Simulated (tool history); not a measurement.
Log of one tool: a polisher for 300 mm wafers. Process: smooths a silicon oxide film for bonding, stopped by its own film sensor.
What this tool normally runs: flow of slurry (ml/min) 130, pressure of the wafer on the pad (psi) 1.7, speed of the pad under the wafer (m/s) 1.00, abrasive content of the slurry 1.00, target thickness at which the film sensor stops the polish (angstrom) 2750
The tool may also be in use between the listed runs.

run,hour,flow of slurry (ml/min),pressure of the wafer on the pad (psi),speed of the pad under the wafer (m/s),abrasive content of the slurry,target thickness at which the film sensor stops the polish (angstrom),wafers since the last listed run,wafers polished on this pad,hours since the slurry nozzle was cleaned,hours since the head pressure was calibrated,hours since the slurry blender was calibrated,"incoming thickness of the incoming film, nm",time until the film sensor stopped the polish (s)
1,0.0,130,1.7,1.00,1.00,2750,0,1028,501.0,1101.1,412.3,313.0,79.6
# hour 15.4: slurry nozzle cleaned
2,15.8,105,1.7,1.00,1.00,2750,106,1135,0.4,1116.9,428.1,305.5,67.1
3,31.1,105,1.7,1.00,1.00,2750,110,1245,15.7,1132.2,443.4,314.2,85.7
# hour 33.3: slurry blender recalibrated
# hour 40.7: worn pad replaced by a new one
4,45.4,130,1.7,1.00,1.00,2750,59,33,30.0,1146.5,12.1,312.6,85.2
5,54.3,130,1.7,1.00,1.00,2750,64,98,38.9,1155.4,21.0,314.2,88.2
6,65.9,130,1.7,1.00,1.00,2750,83,181,50.5,1167.0,32.6,313.4,86.8
7,73.6,130,1.7,1.00,1.00,2750,55,237,58.2,1174.7,40.3,311.0,81.5
8,85.5,130,1.7,1.00,1.00,2750,85,323,70.1,1186.6,52.2,308.9,77.1
9,95.5,130,1.7,0.72,1.00,2750,72,395,80.1,1196.6,62.2,306.1,83.2
# hour 102.8: worn pad replaced by a new one, repeated, since the last time left the tool worse
10,107.6,130,1.7,1.00,1.00,2670,58,34,92.2,1208.7,74.3,312.4,92.0
11,118.9,130,1.7,1.00,1.00,2750,81,116,103.5,1220.0,85.6,310.1,71.2
12,127.6,130,1.7,1.00,1.00,2750,62,179,112.2,1228.7,94.3,316.1,82.9
13,139.8,130,1.7,1.00,1.00,2750,87,267,124.4,1240.9,106.5,309.1,68.5
14,148.1,105,1.7,1.00,1.00,2750,59,326,132.7,1249.2,114.8,307.3,66.5
15,154.3,130,1.7,1.00,1.00,2750,44,371,138.9,1255.4,121.0,307.1,65.3
16,169.1,115,1.7,0.82,1.00,2750,106,478,153.7,1270.2,135.8,312.1,83.3
17,184.7,150,1.7,1.36,1.00,2750,112,590,169.3,1285.8,151.4,313.4,66.2
18,199.2,145,1.7,0.70,0.90,2830,104,695,183.8,1300.3,165.9,311.3,70.8
19,212.4,130,1.5,1.12,1.25,2750,95,790,197.0,1313.5,179.1,311.7,71.3
20,226.0,130,1.7,1.00,1.00,2750,98,888,210.6,1327.1,192.7,307.8,68.8
# hour 228.3: head pressure recalibrated
21,237.9,110,1.7,1.32,1.20,2750,71,960,222.5,9.6,204.6,304.1,49.9
22,249.0,85,1.2,1.00,0.80,2640,80,1040,233.6,20.7,215.7,310.5,134.3
23,260.5,90,1.4,1.28,1.00,2650,82,1123,245.1,32.2,227.2,308.2,93.2
24,266.6,90,1.7,1.00,1.00,2750,43,1167,251.2,38.3,233.3,309.6,75.6
25,275.6,130,1.7,1.00,1.00,2750,64,1232,260.2,47.3,242.3,310.9,76.4
26,291.6,130,1.7,1.12,1.00,2870,115,1347,276.2,63.3,258.3,308.3,43.0
# hour 298.0: worn pad replaced by a new one
27,299.0,90,1.7,1.00,1.20,2750,24,6,283.6,70.7,265.7,308.1,65.9
28,316.8,130,1.7,1.10,1.00,2750,128,135,301.4,88.5,283.5,309.0,65.4
29,326.6,165,1.7,0.82,0.85,2750,70,205,311.2,98.3,293.3,306.6,73.3

For each entry between runs, how does the tool's hidden state at the last listed run before it compare with that at the first listed run after it?
Runs 1 to 2: slurry nozzle cleaned (hour 15.4)
  removal rate lost through wear of the pad, %: 3.78 -> 4.54
  difference, measured minus the result without the unlogged condition, time until the film sensor stopped the polish (s): +3.0 -> +3.0
Runs 3 to 4: slurry blender recalibrated (hour 33.3); worn pad replaced by a new one (hour 40.7)
  removal rate lost through wear of the pad, %: 5.36 -> 11.4
  difference, measured minus the result without the unlogged condition, time until the film sensor stopped the polish (s): +4.6 -> +9.7
Runs 9 to 10: worn pad replaced by a new one, repeated, since the last time left the tool worse (hour 102.8)
  removal rate lost through wear of the pad, %: 11.9 -> 0.416
  difference, measured minus the result without the unlogged condition, time until the film sensor stopped the polish (s): +9.8 -> +0.4
Runs 20 to 21: head pressure recalibrated (hour 228.3)
  removal rate lost through wear of the pad, %: 2.85 -> 3.34
  difference, measured minus the result without the unlogged condition, time until the film sensor stopped the polish (s): +2.0 -> +1.6
Runs 26 to 27: worn pad replaced by a new one (hour 298.0)
  removal rate lost through wear of the pad, %: 6.13 -> 0.716
  difference, measured minus the result without the unlogged condition, time until the film sensor stopped the polish (s): +2.6 -> +0.5
